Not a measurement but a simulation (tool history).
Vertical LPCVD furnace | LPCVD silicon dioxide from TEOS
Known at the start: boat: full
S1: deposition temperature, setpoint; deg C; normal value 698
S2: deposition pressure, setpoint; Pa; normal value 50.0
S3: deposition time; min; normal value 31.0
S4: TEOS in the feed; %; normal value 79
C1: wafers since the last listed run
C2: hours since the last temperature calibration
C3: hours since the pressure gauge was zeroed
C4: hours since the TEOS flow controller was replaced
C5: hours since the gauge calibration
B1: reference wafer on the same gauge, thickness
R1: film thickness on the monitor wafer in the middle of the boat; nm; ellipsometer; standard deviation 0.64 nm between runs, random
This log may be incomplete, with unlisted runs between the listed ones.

run 1 hour=0.0 | S1=698 S2=50.0 S3=31.0 S4=79 | C1=0 C2=4020.4 C3=2741.5 C4=5038.6 C5=322.2 | B1=268.00 | R1=281.59
run 2 hour=11.7 | S1=698 S2=50.0 S3=31.0 S4=79 | C1=98 C2=4032.1 C3=2753.2 C4=5050.3 C5=333.9 | B1=267.95 | R1=282.96
run 3 hour=30.0 | S1=698 S2=50.0 S3=31.0 S4=79 | C1=153 C2=4050.4 C3=2771.5 C4=5068.6 C5=352.2 | B1=267.91 | R1=283.21
run 4 hour=45.8 | S1=698 S2=50.0 S3=31.0 S4=79 | C1=132 C2=4066.2 C3=2787.3 C4=5084.4 C5=368.0 | B1=267.93 | R1=282.93
-- hour=81.7 thermocouples replaced and temperature profile calibrated
run 5 hour=93.1 | S1=698 S2=50.0 S3=31.0 S4=79 | C1=196 C2=11.4 C3=2834.6 C4=5131.7 C5=415.3 | B1=268.01 | R1=263.48
run 6 hour=107.3 | S1=698 S2=50.0 S3=31.0 S4=79 | C1=119 C2=25.6 C3=2848.8 C4=5145.9 C5=429.5 | B1=268.00 | R1=263.76
-- hour=112.5 gauge calibrated
run 7 hour=125.8 | S1=689 S2=50.0 S3=31.0 S4=79 | C1=155 C2=44.1 C3=2867.3 C4=5164.4 C5=13.3 | B1=268.03 | R1=213.42
run 8 hour=144.0 | S1=689 S2=50.0 S3=31.0 S4=79 | C1=153 C2=62.3 C3=2885.5 C4=5182.6 C5=31.5 | B1=268.07 | R1=213.28
run 9 hour=155.9 | S1=698 S2=50.0 S3=31.0 S4=79 | C1=100 C2=74.2 C3=2897.4 C4=5194.5 C5=43.4 | B1=268.07 | R1=263.56
run 10 hour=175.4 | S1=698 S2=50.0 S3=31.0 S4=72 | C1=164 C2=93.7 C3=2916.9 C4=5214.0 C5=62.9 | B1=268.01 | R1=252.87
run 11 hour=195.6 | S1=698 S2=50.0 S3=31.0 S4=72 | C1=169 C2=113.9 C3=2937.1 C4=5234.2 C5=83.1 | B1=268.03 | R1=251.07
run 12 hour=205.6 | S1=698 S2=50.0 S3=31.0 S4=79 | C1=84 C2=123.9 C3=2947.1 C4=5244.2 C5=93.1 | B1=267.97 | R1=263.57
run 13 hour=224.0 | S1=698 S2=50.0 S3=31.0 S4=79 | C1=154 C2=142.3 C3=2965.5 C4=5262.6 C5=111.5 | B1=268.05 | R1=263.90
run 14 hour=236.0 | S1=709 S2=45.3 S3=26.0 S4=94 | C1=100 C2=154.3 C3=2977.5 C4=5274.6 C5=123.5 | B1=267.98 | R1=295.86
run 15 hour=244.8 | S1=698 S2=50.0 S3=27.5 S4=79 | C1=74 C2=163.1 C3=2986.3 C4=5283.4 C5=132.3 | B1=268.09 | R1=232.96
-- hour=271.1 TEOS flow controller replaced
run 16 hour=271.6 | S1=698 S2=50.0 S3=37.5 S4=93 | C1=23 C2=189.9 C3=3013.1 C4=0.5 C5=159.1 | B1=268.02 | R1=345.62
run 17 hour=276.5 | S1=698 S2=50.0 S3=31.0 S4=79 | C1=41 C2=194.8 C3=3018.0 C4=5.4 C5=164.0 | B1=267.91 | R1=263.55
run 18 hour=295.0 | S1=698 S2=50.0 S3=31.0 S4=79 | C1=155 C2=213.3 C3=3036.5 C4=23.9 C5=182.5 | B1=268.09 | R1=263.43
run 19 hour=310.9 | S1=698 S2=50.0 S3=31.0 S4=79 | C1=133 C2=229.2 C3=3052.4 C4=39.8 C5=198.4 | B1=268.02 | R1=263.34
run 20 hour=330.6 | S1=691 S2=50.0 S3=31.0 S4=87 | C1=165 C2=248.9 C3=3072.1 C4=59.5 C5=218.1 | B1=268.04 | R1=234.96
run 21 hour=338.3 | S1=698 S2=50.0 S3=31.0 S4=79 | C1=64 C2=256.6 C3=3079.8 C4=67.2 C5=225.8 | B1=268.04 | R1=263.65
-- hour=364.3 pressure gauge zeroed
run 22 hour=364.8 | S1=708 S2=50.0 S3=31.0 S4=79 | C1=21 C2=283.1 C3=0.5 C4=93.7 C5=252.3 | B1=268.08 | R1=332.02
run 23 hour=369.6 | S1=698 S2=42.7 S3=31.0 S4=83 | C1=40 C2=287.9 C3=5.3 C4=98.5 C5=257.1 | B1=267.94 | R1=249.71
run 24 hour=381.1 | S1=698 S2=50.0 S3=31.0 S4=72 | C1=96 C2=299.4 C3=16.8 C4=110.0 C5=268.6 | B1=268.01 | R1=252.04
run 25 hour=390.1 | S1=710 S2=56.0 S3=31.0 S4=71 | C1=75 C2=308.4 C3=25.8 C4=119.0 C5=277.6 | B1=268.02 | R1=348.66
run 26 hour=408.3 | S1=698 S2=50.0 S3=43.5 S4=79 | C1=153 C2=326.6 C3=44.0 C4=137.2 C5=295.8 | B1=267.97 | R1=370.90
run 27 hour=424.4 | S1=698 S2=39.3 S3=31.0 S4=79 | C1=135 C2=342.7 C3=60.1 C4=153.3 C5=311.9 | B1=268.00 | R1=233.39
run 28 hour=441.4 | S1=689 S2=42.0 S3=37.0 S4=89 | C1=143 C2=359.7 C3=77.1 C4=170.3 C5=328.9 | B1=267.89 | R1=248.95
run 29 hour=454.2 | S1=698 S2=50.0 S3=31.0 S4=79 | C1=107 C2=372.5 C3=89.9 C4=183.1 C5=341.7 | B1=267.90 | R1=264.16
run 30 hour=466.7 | S1=698 S2=50.0 S3=31.0 S4=79 | C1=105 C2=385.0 C3=102.4 C4=195.6 C5=354.2 | B1=268.02 | R1=263.93
run 31 hour=483.7 | S1=703 S2=50.0 S3=31.0 S4=89 | C1=143 C2=402.0 C3=119.4 C4=212.6 C5=371.2 | B1=268.01 | R1=314.87
run 32 hour=497.8 | S1=698 S2=50.0 S3=25.0 S4=79 | C1=118 C2=416.1 C3=133.5 C4=226.7 C5=385.3 | B1=267.93 | R1=213.08

Each run again, without the hidden state but with its own random variation kept:
Hidden state at play: true tube temperature minus thermocouple reading, K; true pressure minus gauge reading, mTorr; deviation of the TEOS flow from its setpoint, %; gauge reads high (%).
run=1 R1=261.12
run=2 R1=262.29
run=3 R1=262.35
run=4 R1=261.95
run=5 R1=261.84
run=6 R1=262.12
run=7 R1=212.07
run=8 R1=211.92
run=9 R1=261.92
run=10 R1=251.28
run=11 R1=249.50
run=12 R1=261.91
run=13 R1=262.24
run=14 R1=294.03
run=15 R1=231.49
run=16 R1=343.41
run=17 R1=261.87
run=18 R1=261.74
run=19 R1=261.65
run=20 R1=233.42
run=21 R1=261.93
run=22 R1=329.89
run=23 R1=248.07
run=24 R1=250.38
run=25 R1=346.41
run=26 R1=368.42
run=27 R1=231.82
run=28 R1=247.24
run=29 R1=262.36
run=30 R1=262.13
run=31 R1=312.72
run=32 R1=211.60
